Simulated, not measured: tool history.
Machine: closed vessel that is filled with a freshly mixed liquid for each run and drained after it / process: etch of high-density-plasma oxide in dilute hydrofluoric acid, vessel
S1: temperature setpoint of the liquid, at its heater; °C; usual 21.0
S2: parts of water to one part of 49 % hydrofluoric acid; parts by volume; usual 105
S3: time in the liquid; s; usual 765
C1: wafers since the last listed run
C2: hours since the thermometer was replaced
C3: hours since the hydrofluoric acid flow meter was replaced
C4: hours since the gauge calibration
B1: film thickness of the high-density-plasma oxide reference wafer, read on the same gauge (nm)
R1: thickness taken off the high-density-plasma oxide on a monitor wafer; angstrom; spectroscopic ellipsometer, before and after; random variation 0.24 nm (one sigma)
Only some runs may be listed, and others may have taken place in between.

run    hour    S1   S2    S3    C1      C2     C3      C4      B1     R1
  1     0.0  21.0  105   765     0  1532.2  486.1  1174.3  109.99  424.5
        2.9  -- hydrofluoric acid flow meter replaced
  2   104.8  21.0  105   765  8858  1637.0  101.9  1279.1  110.00  401.9
  3   193.0  21.0  105   765  7527  1725.2  190.1  1367.3  110.00  409.0
  4   242.0  21.0  105   765  4181  1774.2  239.1  1416.3  110.02  410.0
  5   309.6  21.0  105   765  5769  1841.8  306.7  1483.9  109.99  412.8
  6   389.5  21.0  105   765  6818  1921.7  386.6  1563.8  110.00  420.4
  7   451.9  18.5  105   765  5325  1984.1  449.0  1626.2  110.00  386.8
      489.8  -- gauge calibrated
      498.5  -- hydrofluoric acid flow meter replaced
  8   543.5  21.0   70   765  7732  2075.7   45.0    53.7  109.99  619.8
  9   641.4  21.0   70   765  8355  2173.6  142.9   151.6  110.01  622.6
 10   734.7  21.0  105   765  7962  2266.9  236.2   244.9  110.00  406.9
 11   797.1  18.0  105   765  5325  2329.3  298.6   307.3  110.00  367.0
 12   841.1  21.0  105   765  3755  2373.3  342.6   351.3  110.00  418.7
      905.1  -- hydrofluoric acid flow meter replaced
 13   948.9  19.0   90   475  9114  2481.1   43.8   459.1  109.99  269.7
 14  1029.6  17.0  140   765  6887  2561.8  124.5   539.8  110.01  244.8
     1069.3  -- thermometer replaced
 15  1108.1  21.0  105   765  6614    38.8  203.0   618.3  109.99  403.9
 16  1173.9  17.0  140   765  5615   104.6  268.8   684.1  110.00  253.6
 17  1254.8  24.5  105   585  6904   185.5  349.7   765.0  110.01  369.0
     1332.1  -- hydrofluoric acid flow meter replaced
 18  1336.0  21.0   90   765  6844   266.7    3.9   846.2  110.01  467.9
 19  1389.7  23.0  155  1090  4582   320.4   57.6   899.9  110.01  398.8
 20  1454.9  21.0  105  1095  5564   385.6  122.8   965.1  109.98  572.0

Hidden state at the last listed run before each entry between runs and at the first one after, where it differs:
Runs 1 to 2: hydrofluoric acid flow meter replaced (hour 2.9)
  hydrofluoric acid flow above the setpoint (%): 7.75 -> 2.06
  measured value less the no-hidden-state value, R1: +33.9 -> +9.1 angstrom
Runs 7 to 8: gauge calibrated (hour 489.8); hydrofluoric acid flow meter replaced (hour 498.5)
  hydrofluoric acid flow above the setpoint (%): 7.34 -> 1.23
  measured value less the no-hidden-state value, R1: +29.2 -> +8.1 angstrom
Runs 12 to 13: hydrofluoric acid flow meter replaced (hour 905.1)
  hydrofluoric acid flow above the setpoint (%): 5.76 -> 0.9
  measured value less the no-hidden-state value, R1: +25.4 -> +2.6 angstrom
Runs 14 to 15: thermometer replaced (hour 1069.3)
  hydrofluoric acid flow above the setpoint (%): 2.13 -> 3.32
  measured value less the no-hidden-state value, R1: +5.8 -> +14.5 angstrom
Runs 17 to 18: hydrofluoric acid flow meter replaced (hour 1332.1)
  hydrofluoric acid flow above the setpoint (%): 5.55 -> 0.86
  measured value less the no-hidden-state value, R1: +21.8 -> +4.4 angstrom

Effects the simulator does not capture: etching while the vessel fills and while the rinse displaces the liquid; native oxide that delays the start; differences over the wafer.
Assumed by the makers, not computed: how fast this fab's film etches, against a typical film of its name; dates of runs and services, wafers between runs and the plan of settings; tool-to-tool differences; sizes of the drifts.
